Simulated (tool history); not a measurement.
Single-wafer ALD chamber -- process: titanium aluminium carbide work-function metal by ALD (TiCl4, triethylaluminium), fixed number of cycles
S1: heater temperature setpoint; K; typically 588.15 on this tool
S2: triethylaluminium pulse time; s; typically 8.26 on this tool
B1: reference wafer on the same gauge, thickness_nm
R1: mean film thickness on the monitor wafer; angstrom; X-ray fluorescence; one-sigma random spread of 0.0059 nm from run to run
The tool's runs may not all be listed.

Run 1, day 0: usual settings; B1 1.91. Result: R1 18.4 angstrom.
Run 2, day 0.375: usual settings; B1 1.91. Result: R1 18.43 angstrom.
Run 3, day 1.112: usual settings but S2 10.24 s; B1 1.911. Result: R1 20.02 angstrom.
Run 4, day 1.692: usual settings but S2 10.24 s; B1 1.908. Result: R1 19.98 angstrom.
Run 5, day 2.025: usual settings but S2 6.99 s; B1 1.909. Result: R1 16.97 angstrom.
Run 6, day 2.358: usual settings but S2 6.99 s; B1 1.911. Result: R1 16.97 angstrom.
Run 7, day 2.867: usual settings but S2 6.99 s; B1 1.909. Result: R1 16.99 angstrom.
Run 8, day 3.275: usual settings; B1 1.909. Result: R1 18.32 angstrom.
Run 9, day 4.238: usual settings but S1 594.15 K, S2 10.58 s; B1 1.911. Result: R1 22.82 angstrom.
Run 10, day 4.329: usual settings but S1 594.15 K, S2 10.58 s; B1 1.91. Result: R1 22.88 angstrom.
Run 11, day 4.846: usual settings but S1 578.15 K, S2 11.05 s; B1 1.909. Result: R1 21.33 angstrom.
Run 12, day 5.508: usual settings but S1 583.15 K, S2 10.65 s; B1 1.911. Result: R1 21.78 angstrom.
Run 13, day 6.229: usual settings but S2 11.41 s; B1 1.91. Result: R1 22.24 angstrom.
Run 14, day 6.512: usual settings but S1 583.15 K, S2 9.09 s; B1 1.911. Result: R1 21.26 angstrom.
Run 15, day 7.154: usual settings but S1 595.15 K, S2 6.08 s; B1 1.909. Result: R1 20.04 angstrom.
Run 16, day 7.888: usual settings but S1 584.15 K; B1 1.91. Result: R1 20.67 angstrom.

Between the runs listed above, the log contained 4 entries, not reproduced here. Where in the sequence does each belong, and how does what the log doesn't record of the tool's condition differ from the listed run before to the listed run after?
Between runs 6 and 7: showerhead replaced (day 2.846)
  nothing in the hidden state changes from one run to the other
  measured minus no-state result, R1: -3.74 -> -3.75 angstrom
Between runs 8 and 9: triethylaluminium bottle replaced (day 4.008); thermocouple changed; heater temperature recalibrated (day 4.217)
  triethylaluminium dose above that of a fresh bottle (%): -38.8 -> -1.36
  measured minus no-state result, R1: -3.13 -> -0.03 angstrom
Between runs 12 and 13: gauge calibrated (day 5.9)
  triethylaluminium dose above that of a fresh bottle (%): -3.77 -> -5.07
  measured minus no-state result, R1: -0.09 -> -0.1 angstrom
